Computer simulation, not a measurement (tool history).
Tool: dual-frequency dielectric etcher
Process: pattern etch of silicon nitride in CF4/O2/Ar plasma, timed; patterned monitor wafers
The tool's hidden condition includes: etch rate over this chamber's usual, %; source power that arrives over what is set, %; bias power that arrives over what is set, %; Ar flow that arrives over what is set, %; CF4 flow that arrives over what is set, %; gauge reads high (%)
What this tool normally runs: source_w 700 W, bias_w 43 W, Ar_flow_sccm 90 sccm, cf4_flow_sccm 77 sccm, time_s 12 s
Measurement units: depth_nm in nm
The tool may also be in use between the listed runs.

| run | hour | source_w | bias_w | Ar_flow_sccm | cf4_flow_sccm | time_s | wafers since the last listed run | hours since the last wet clean | hours since the last source power generator calibration | hours since the last bias power generator calibration | hours since the last Ar flow controller change | hours since the last CF4 flow controller change | hours since the last upper electrode change | hours since the gauge calibration | read-back reference wafer on the same gauge, depth_nm | depth_nm |
|---|---|---|---|---|---|---|---|---|---|---|---|---|---|---|---|---|
| 1 | 0 | 700 | 43 | 90 | 77 | 12 | 0 | 437.1 | 2091.1 | 2391.1 | 3834.8 | 2991.2 | 2797 | 1832.5 | 26.29 | 31.15 |
| 2 | 41.8 | 700 | 43 | 90 | 77 | 12 | 966 | 478.9 | 2132.9 | 2432.9 | 3876.6 | 3033 | 2838.8 | 1874.3 | 26.32 | 30.93 |
|  | 58.6 | bias power generator calibrated |
| 3 | 86.7 | 700 | 43 | 90 | 77 | 12 | 945 | 523.8 | 2177.8 | 28.1 | 3921.5 | 3077.9 | 2883.7 | 1919.2 | 26.3 | 31.51 |
|  | 99.5 | gauge calibrated |
|  | 141.3 | upper electrode replaced |
| 4 | 141.8 | 700 | 43 | 90 | 77 | 12 | 719 | 578.9 | 2232.9 | 83.2 | 3976.6 | 3133 | 0.5 | 42.3 | 26.3 | 31.17 |
|  | 228.9 | wet clean of the chamber |
|  | 231.4 | CF4 flow controller replaced |
| 5 | 231.9 | 700 | 43 | 90 | 77 | 11 | 1471 | 3 | 2323 | 173.3 | 4066.7 | 0.5 | 90.6 | 132.4 | 26.31 | 28.92 |
| 6 | 270.2 | 580 | 43 | 74 | 77 | 13 | 885 | 41.3 | 2361.3 | 211.6 | 4105 | 38.8 | 128.9 | 170.7 | 26.29 | 32.31 |
| 7 | 467.4 | 700 | 43 | 90 | 77 | 12 | 4561 | 238.5 | 2558.5 | 408.8 | 4302.2 | 236 | 326.1 | 367.9 | 26.27 | 32.27 |
| 8 | 535.5 | 700 | 35 | 90 | 86 | 12 | 1575 | 306.6 | 2626.6 | 476.9 | 4370.3 | 304.1 | 394.2 | 436 | 26.29 | 29.53 |
| 9 | 605.7 | 700 | 43 | 90 | 66 | 10 | 1623 | 376.8 | 2696.8 | 547.1 | 4440.5 | 374.3 | 464.4 | 506.2 | 26.34 | 26.25 |
|  | 662.9 | Ar flow controller replaced |
|  | 675.7 | wet clean of the chamber, repeated, since the last time left the tool worse |
|  | 687.3 | source power generator calibrated |
| 10 | 865.4 | 700 | 43 | 90 | 59 | 12 | 5478 | 189.7 | 178.1 | 806.8 | 202.5 | 634 | 724.1 | 765.9 | 26.34 | 29.6 |
| 11 | 920.9 | 700 | 43 | 90 | 77 | 15 | 1283 | 245.2 | 233.6 | 862.3 | 258 | 689.5 | 779.6 | 821.4 | 26.28 | 38.55 |
| 12 | 1023 | 700 | 53 | 90 | 77 | 9.5 | 2361 | 347.3 | 335.7 | 964.4 | 360.1 | 791.6 | 881.7 | 923.5 | 26.32 | 27.03 |
| 13 | 1097.7 | 700 | 43 | 90 | 77 | 12 | 1727 | 422 | 410.4 | 1039.1 | 434.8 | 866.3 | 956.4 | 998.2 | 26.29 | 31.09 |
| 14 | 1150.1 | 580 | 33 | 112 | 71 | 12 | 1211 | 474.4 | 462.8 | 1091.5 | 487.2 | 918.7 | 1008.8 | 1050.6 | 26.33 | 24.47 |
| 15 | 1212.6 | 700 | 50 | 105 | 89 | 13 | 1445 | 536.9 | 525.3 | 1154 | 549.7 | 981.2 | 1071.3 | 1113.1 | 26.3 | 36.22 |
| 16 | 1315.1 | 700 | 43 | 90 | 68 | 15 | 2370 | 639.4 | 627.8 | 1256.5 | 652.2 | 1083.7 | 1173.8 | 1215.6 | 26.31 | 38.58 |
|  | 1366.1 | wet clean of the chamber |
| 17 | 1394.9 | 700 | 43 | 78 | 77 | 12 | 1290 | 28.8 | 707.6 | 1336.3 | 732 | 1163.5 | 1253.6 | 1295.4 | 26.27 | 30.9 |
| 18 | 1488.3 | 700 | 43 | 90 | 77 | 12 | 2160 | 122.2 | 801 | 1429.7 | 825.4 | 1256.9 | 1347 | 1388.8 | 26.33 | 30.62 |
| 19 | 1531.2 | 700 | 43 | 75 | 68 | 14.5 | 992 | 165.1 | 843.9 | 1472.6 | 868.3 | 1299.8 | 1389.9 | 1431.7 | 26.31 | 37.14 |
| 20 | 1576.3 | 700 | 43 | 90 | 77 | 9.5 | 1043 | 210.2 | 889 | 1517.7 | 913.4 | 1344.9 | 1435 | 1476.8 | 26.31 | 24.31 |

Each row is a separate what-if for the run after 20, all from the same tool condition, not one after another. Results?
| A | 1576.7 | 700 | 43 | 90 | 77 | 12 | 9 | 210.6 | 889.4 | 1518.1 | 913.8 | 1345.3 | 1435.4 | 1477.2 | ? | ? |
| B | 1576.7 | 520 | 43 | 80 | 85 | 15.5 | 9 | 210.6 | 889.4 | 1518.1 | 913.8 | 1345.3 | 1435.4 | 1477.2 | ? | ? |
| C | 1576.7 | 870 | 36 | 104 | 77 | 12 | 9 | 210.6 | 889.4 | 1518.1 | 913.8 | 1345.3 | 1435.4 | 1477.2 | ? | ? |
| D | 1576.7 | 750 | 46 | 97 | 94 | 12 | 9 | 210.6 | 889.4 | 1518.1 | 913.8 | 1345.3 | 1435.4 | 1477.2 | ? | ? |
| E | 1576.7 | 700 | 38 | 101 | 77 | 12 | 9 | 210.6 | 889.4 | 1518.1 | 913.8 | 1345.3 | 1435.4 | 1477.2 | ? | ? |

| run | read-back reference wafer on the same gauge, depth_nm | depth_nm |
|---|---|---|
| A | 26.29 | 30.54 |
| B | 26.29 | 35.9 |
| C | 26.29 | 30.72 |
| D | 26.29 | 33.15 |
| E | 26.29 | 28.55 |
With no hidden state in the tool, these same runs would have given:
| run | depth_nm |
|---|---|
| A | 30.26 |
| B | 35.57 |
| C | 30.44 |
| D | 32.85 |
| E | 28.29 |
